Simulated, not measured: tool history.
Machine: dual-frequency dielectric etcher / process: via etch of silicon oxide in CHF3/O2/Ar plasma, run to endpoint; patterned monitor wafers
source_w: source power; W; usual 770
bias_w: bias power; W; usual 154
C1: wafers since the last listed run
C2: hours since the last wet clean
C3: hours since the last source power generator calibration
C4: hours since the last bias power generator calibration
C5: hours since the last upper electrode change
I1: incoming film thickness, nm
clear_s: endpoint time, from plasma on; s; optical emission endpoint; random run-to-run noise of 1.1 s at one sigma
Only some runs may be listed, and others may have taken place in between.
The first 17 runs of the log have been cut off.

Run 18, day 18.254: usual settings; C1 40; C2 479.7; C3 5299.3; C4 4060.6; C5 1930.7; I1 797.5. Result: clear_s 350.9 s.
At day 18.583: source power generator calibrated.
At day 19.65: upper electrode replaced.
Run 19, day 19.671: usual settings; C1 18; C2 513.7; C3 26.1; C4 4094.6; C5 0.5; I1 801.7. Result: clear_s 351.2 s.
Run 20, day 20.458: usual settings; C1 57; C2 532.6; C3 45; C4 4113.5; C5 19.4; I1 805.5. Result: clear_s 352.4 s.
At day 22.05: wet clean of the chamber.
Run 21, day 22.071: usual settings but source_w 890 W, bias_w 185 W; C1 44; C2 0.5; C3 83.7; C4 4152.2; C5 58.1; I1 803.2. Result: clear_s 300.4 s.
Run 22, day 22.754: usual settings but source_w 670 W, bias_w 192 W; C1 49; C2 16.9; C3 100.1; C4 4168.6; C5 74.5; I1 802.7. Result: clear_s 349.9 s.
Run 23, day 23.825: usual settings but source_w 940 W; C1 77; C2 42.6; C3 125.8; C4 4194.3; C5 100.2; I1 803.1. Result: clear_s 319.2 s.
Run 24, day 24.862: usual settings but bias_w 178 W; C1 75; C2 67.5; C3 150.7; C4 4219.2; C5 125.1; I1 804.3. Result: clear_s 335.9 s.
Run 25, day 25.654: usual settings but bias_w 140 W; C1 57; C2 86.5; C3 169.7; C4 4238.2; C5 144.1; I1 799.2. Result: clear_s 372.6 s.
At day 26.546: bias power generator calibrated.
Run 26, day 26.567: usual settings but source_w 590 W, bias_w 127 W; C1 54; C2 108.4; C3 191.6; C4 0.5; C5 166; I1 794.9. Result: clear_s 466.8 s.
Run 27, day 27.254: usual settings; C1 49; C2 124.9; C3 208.1; C4 17; C5 182.5; I1 800.2. Result: clear_s 355.3 s.
Run 28, day 28.096: usual settings but source_w 920 W; C1 61; C2 145.1; C3 228.3; C4 37.2; C5 202.7; I1 799.5. Result: clear_s 320 s.
Run 29, day 28.892: usual settings; C1 57; C2 164.2; C3 247.4; C4 56.3; C5 221.8; I1 805.5. Result: clear_s 358.4 s.
Run 30, day 29.504: usual settings but bias_w 183 W; C1 44; C2 178.9; C3 262.1; C4 71; C5 236.5; I1 802.2. Result: clear_s 327.5 s.
Run 31, day 30.6: usual settings; C1 79; C2 205.2; C3 288.4; C4 97.3; C5 262.8; I1 797.7. Result: clear_s 353.8 s.
Run 32, day 32.425: usual settings; C1 132; C2 249; C3 332.2; C4 141.1; C5 306.6; I1 801.8. Result: clear_s 355.6 s.
Run 33, day 33.846: usual settings but source_w 950 W, bias_w 192 W; C1 103; C2 283.1; C3 366.3; C4 175.2; C5 340.7; I1 803.4. Result: clear_s 284 s.
Run 34, day 34.85: usual settings; C1 72; C2 307.2; C3 390.4; C4 199.3; C5 364.8; I1 800.6. Result: clear_s 355.2 s.
Run 35, day 35.929: usual settings but source_w 880 W, bias_w 176 W; C1 78; C2 333.1; C3 416.3; C4 225.2; C5 390.7; I1 801. Result: clear_s 307.1 s.

Branching from run 35: 4 alternative next runs. What would each branch give?
Run A, day 35.95: usual settings but bias_w 173 W; C1 1; C2 333.6; C3 416.8; C4 225.7; C5 391.2; I1 799.6. Result: clear_s ?.
Run B, day 35.95: usual settings but source_w 820 W, bias_w 141 W; C1 1; C2 333.6; C3 416.8; C4 225.7; C5 391.2; I1 799.6. Result: clear_s ?.
Run C, day 35.95: usual settings but source_w 950 W, bias_w 135 W; C1 1; C2 333.6; C3 416.8; C4 225.7; C5 391.2; I1 799.6. Result: clear_s ?.
Run D, day 35.95: usual settings but source_w 860 W, bias_w 183 W; C1 1; C2 333.6; C3 416.8; C4 225.7; C5 391.2; I1 799.6. Result: clear_s ?.

run  clear_s
  A    333.9
  B    356.3
  C    334.6
  D    304.6
What these runs would have given with no unlogged condition in the tool:
run  clear_s
  A    338.3
  B    360.9
  C      339
  D    308.6
